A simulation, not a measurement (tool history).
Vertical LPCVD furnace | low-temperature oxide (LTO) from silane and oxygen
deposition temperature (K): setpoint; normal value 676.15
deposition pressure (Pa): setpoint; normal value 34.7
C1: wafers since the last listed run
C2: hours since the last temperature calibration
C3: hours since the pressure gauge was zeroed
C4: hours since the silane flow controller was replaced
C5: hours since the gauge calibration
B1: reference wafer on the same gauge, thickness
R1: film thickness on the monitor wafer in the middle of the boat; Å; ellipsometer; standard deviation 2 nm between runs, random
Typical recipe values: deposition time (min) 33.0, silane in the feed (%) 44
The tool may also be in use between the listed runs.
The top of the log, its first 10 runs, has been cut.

Run 11, hour 272.7: usual settings; C1 343; C2 1918.7; C3 21.5; C4 4967.7; C5 552.8; B1 430.94. Result: R1 4361.9 Å.
Run 12, hour 286.8: usual settings; C1 283; C2 1932.8; C3 35.6; C4 4981.8; C5 566.9; B1 431.81. Result: R1 4403.1 Å.
Run 13, hour 303.5: usual settings; C1 335; C2 1949.5; C3 52.3; C4 4998.5; C5 583.6; B1 432.29. Result: R1 4424.6 Å.
At hour 339.5: silane flow controller replaced.
Run 14, hour 340.0: usual settings; C1 251; C2 1986.0; C3 88.8; C4 0.5; C5 620.1; B1 432.56. Result: R1 4385.0 Å.
Run 15, hour 343.9: usual settings but deposition temperature (K) 680.15, deposition time (min) 45.5, silane in the feed (%) 50; C1 78; C2 1989.9; C3 92.7; C4 4.4; C5 624.0; B1 432.45. Result: R1 7167.9 Å.
Run 16, hour 360.5: usual settings; C1 333; C2 2006.5; C3 109.3; C4 21.0; C5 640.6; B1 433.13. Result: R1 4400.7 Å.
Run 17, hour 387.4: usual settings but deposition temperature (K) 672.15, deposition pressure (Pa) 36.7, deposition time (min) 27.5, silane in the feed (%) 47; C1 540; C2 2033.4; C3 136.2; C4 47.9; C5 667.5; B1 433.65. Result: R1 3960.4 Å.
Run 18, hour 419.4: usual settings but deposition time (min) 23.5; C1 643; C2 2065.4; C3 168.2; C4 79.9; C5 699.5; B1 434.54. Result: R1 3152.5 Å.
Run 19, hour 455.0: usual settings but silane in the feed (%) 35; C1 715; C2 2101.0; C3 203.8; C4 115.5; C5 735.1; B1 435.51. Result: R1 3354.4 Å.
Run 20, hour 477.4: usual settings but deposition pressure (Pa) 42.0, deposition time (min) 22.0; C1 450; C2 2123.4; C3 226.2; C4 137.9; C5 757.5; B1 436.28. Result: R1 3609.1 Å.
Run 21, hour 492.9: usual settings but deposition temperature (K) 687.15, deposition time (min) 21.5; C1 311; C2 2138.9; C3 241.7; C4 153.4; C5 773.0; B1 436.72. Result: R1 3246.8 Å.
At hour 513.6: gauge calibrated.
At hour 530.3: thermocouples replaced and temperature profile calibrated.
Run 22, hour 530.8: usual settings; C1 279; C2 0.5; C3 279.6; C4 191.3; C5 17.2; B1 425.67. Result: R1 4341.1 Å.
Run 23, hour 558.7: usual settings; C1 561; C2 28.4; C3 307.5; C4 219.2; C5 45.1; B1 426.34. Result: R1 4320.4 Å.
Run 24, hour 583.4: usual settings but deposition pressure (Pa) 28.7, silane in the feed (%) 42; C1 496; C2 53.1; C3 332.2; C4 243.9; C5 69.8; B1 425.29. Result: R1 3406.6 Å.
Run 25, hour 599.0: usual settings but deposition temperature (K) 680.15, deposition time (min) 45.5, silane in the feed (%) 50; C1 313; C2 68.7; C3 347.8; C4 259.5; C5 85.4; B1 425.52. Result: R1 7036.7 Å.
Run 26, hour 696.7: usual settings but deposition pressure (Pa) 42.0; C1 1964; C2 166.4; C3 445.5; C4 357.2; C5 183.1; B1 426.80. Result: R1 5247.7 Å.
Run 27, hour 715.1: usual settings; C1 369; C2 184.8; C3 463.9; C4 375.6; C5 201.5; B1 426.12. Result: R1 4338.8 Å.
Run 28, hour 744.9: usual settings but deposition temperature (K) 666.15, deposition pressure (Pa) 41.3, deposition time (min) 38.0, silane in the feed (%) 38; C1 599; C2 214.6; C3 493.7; C4 405.4; C5 231.3; B1 426.36. Result: R1 4509.7 Å.
Run 29, hour 759.1: usual settings but deposition temperature (K) 679.15, deposition time (min) 26.0, silane in the feed (%) 36; C1 285; C2 228.8; C3 507.9; C4 419.6; C5 245.5; B1 427.14. Result: R1 2792.2 Å.
Run 30, hour 786.1: usual settings; C1 542; C2 255.8; C3 534.9; C4 446.6; C5 272.5; B1 425.92. Result: R1 4341.5 Å.
Run 31, hour 818.5: usual settings but deposition time (min) 40.0, silane in the feed (%) 39; C1 651; C2 288.2; C3 567.3; C4 479.0; C5 304.9; B1 427.78. Result: R1 4554.8 Å.

Consider 4 possible next runs. They are alternatives, not a sequence: every one starts from the tool as it was left by run 31. What does each give?
Run A, hour 822.4: usual settings; C1 78; C2 292.1; C3 571.2; C4 482.9; C5 308.8; B1 ?. Result: R1 ?.
Run B, hour 822.4: usual settings but deposition pressure (Pa) 27.3, deposition time (min) 37.5; C1 78; C2 292.1; C3 571.2; C4 482.9; C5 308.8; B1 ?. Result: R1 ?.
Run C, hour 822.4: usual settings but deposition pressure (Pa) 39.3; C1 78; C2 292.1; C3 571.2; C4 482.9; C5 308.8; B1 ?. Result: R1 ?.
Run D, hour 822.4: usual settings but deposition temperature (K) 679.15, silane in the feed (%) 47; C1 78; C2 292.1; C3 571.2; C4 482.9; C5 308.8; B1 ?. Result: R1 ?.

run      B1      R1
  A  427.64  4340.4
  B  427.64  3888.9
  C  427.64  4924.7
  D  427.64  4778.9
The same runs, with their run-to-run variation unchanged, on a tool lacking any hidden condition would have given:
run      R1
  A  4327.8
  B  3877.6
  C  4910.4
  D  4765.0
